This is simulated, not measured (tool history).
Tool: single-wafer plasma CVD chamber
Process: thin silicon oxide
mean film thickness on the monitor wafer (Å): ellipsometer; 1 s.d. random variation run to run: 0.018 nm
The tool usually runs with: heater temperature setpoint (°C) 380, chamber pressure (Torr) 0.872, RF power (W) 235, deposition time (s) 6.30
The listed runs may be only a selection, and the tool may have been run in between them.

run	hour	heater temperature setpoint (°C)	chamber pressure (Torr)	RF power (W)	deposition time (s)	read-back reference wafer on the same gauge, thickness_nm	mean film thickness on the monitor wafer (Å)
1	0.0	380	0.872	235	6.30	13.202	126.94
2	13.4	380	0.872	235	5.69	13.198	115.10
3	30.4	380	0.872	235	5.69	13.200	115.26
4	37.4	380	0.872	235	5.69	13.197	115.17
5	47.9	380	0.872	235	6.30	13.202	127.13
# hour 59.7: showerhead replaced
6	60.2	380	0.872	235	6.30	13.199	127.65
# hour 71.6: RF generator calibrated
# hour 75.5: capacitance manometer re-zeroed and calibrated
7	76.0	380	0.872	235	6.84	13.202	128.58
8	81.6	380	0.980	235	6.30	13.199	132.17
# hour 98.8: thermocouple changed; heater temperature recalibrated
9	99.3	380	0.707	245	6.30	13.201	95.89
10	100.2	380	0.872	235	6.30	13.195	118.54
11	109.7	380	0.742	275	5.71	13.203	96.51
# hour 124.3: gauge calibrated
12	127.1	380	0.872	235	7.14	13.202	134.16

Estimate the outcome of run 13 from the log above:
13	170.2	367	1.023	270	6.30	?	?

Logged for run 13: read-back reference wafer on the same gauge, thickness_nm 13.198, mean film thickness on the monitor wafer (Å) 146.13.
Were there no unlogged condition in the tool, this run, its random variation unchanged, would have produced mean film thickness on the monitor wafer (Å) 146.68.
